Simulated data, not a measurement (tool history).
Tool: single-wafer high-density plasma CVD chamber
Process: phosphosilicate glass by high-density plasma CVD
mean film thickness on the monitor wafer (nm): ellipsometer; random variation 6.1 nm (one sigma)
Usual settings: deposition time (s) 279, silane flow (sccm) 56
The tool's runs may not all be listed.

| run | hour | deposition time (s) | silane flow (sccm) | read-back reference wafer on the same gauge, thickness_nm | mean film thickness on the monitor wafer (nm) |
|---|---|---|---|---|---|
| 1 | 0.0 | 279 | 60 | 1518.940 | 1488.116 |
| 2 | 89.1 | 279 | 60 | 1521.403 | 1480.296 |
| 3 | 179.9 | 279 | 60 | 1520.760 | 1490.480 |
| 4 | 276.4 | 238 | 56 | 1518.334 | 1196.018 |
| 5 | 361.4 | 238 | 56 | 1522.613 | 1190.987 |
| 6 | 421.2 | 238 | 56 | 1519.618 | 1182.734 |
|  | 483.5 | silane flow controller replaced |
| 7 | 487.5 | 279 | 56 | 1522.262 | 1489.441 |
| 8 | 593.7 | 279 | 56 | 1519.302 | 1494.932 |
| 9 | 630.8 | 279 | 56 | 1518.991 | 1490.240 |
| 10 | 700.8 | 279 | 56 | 1519.714 | 1486.010 |
| 11 | 755.5 | 245 | 62 | 1519.152 | 1440.789 |
| 12 | 836.0 | 246 | 65 | 1521.816 | 1510.693 |
| 13 | 940.4 | 227 | 48 | 1520.448 | 1045.334 |
| 14 | 1005.3 | 324 | 56 | 1520.409 | 1716.050 |
| 15 | 1104.4 | 279 | 56 | 1520.831 | 1478.391 |
| 16 | 1175.8 | 258 | 50 | 1518.516 | 1226.537 |
|  | 1176.5 | gauge calibrated |
| 17 | 1249.9 | 243 | 62 | 1518.808 | 1417.154 |
| 18 | 1308.5 | 238 | 56 | 1521.007 | 1252.352 |
| 19 | 1364.6 | 258 | 56 | 1518.662 | 1364.229 |
| 20 | 1472.1 | 279 | 51 | 1520.810 | 1348.684 |

Forecast each of these 5 alternatives for the next run:
| A | 1472.6 | 279 | 61 | ? | ? |
| B | 1472.6 | 279 | 62 | ? | ? |
| C | 1472.6 | 300 | 56 | ? | ? |
| D | 1472.6 | 301 | 49 | ? | ? |
| E | 1472.6 | 252 | 52 | ? | ? |

| run | read-back reference wafer on the same gauge, thickness_nm | mean film thickness on the monitor wafer (nm) |
|---|---|---|
| A | 1520.228 | 1600.228 |
| B | 1520.228 | 1625.327 |
| C | 1520.228 | 1585.734 |
| D | 1520.228 | 1401.473 |
| E | 1520.228 | 1241.337 |
Without the tool's hidden state the same runs would have given:
| run | mean film thickness on the monitor wafer (nm) |
|---|---|
| A | 1639.018 |
| B | 1664.725 |
| C | 1624.173 |
| D | 1435.445 |
| E | 1271.427 |

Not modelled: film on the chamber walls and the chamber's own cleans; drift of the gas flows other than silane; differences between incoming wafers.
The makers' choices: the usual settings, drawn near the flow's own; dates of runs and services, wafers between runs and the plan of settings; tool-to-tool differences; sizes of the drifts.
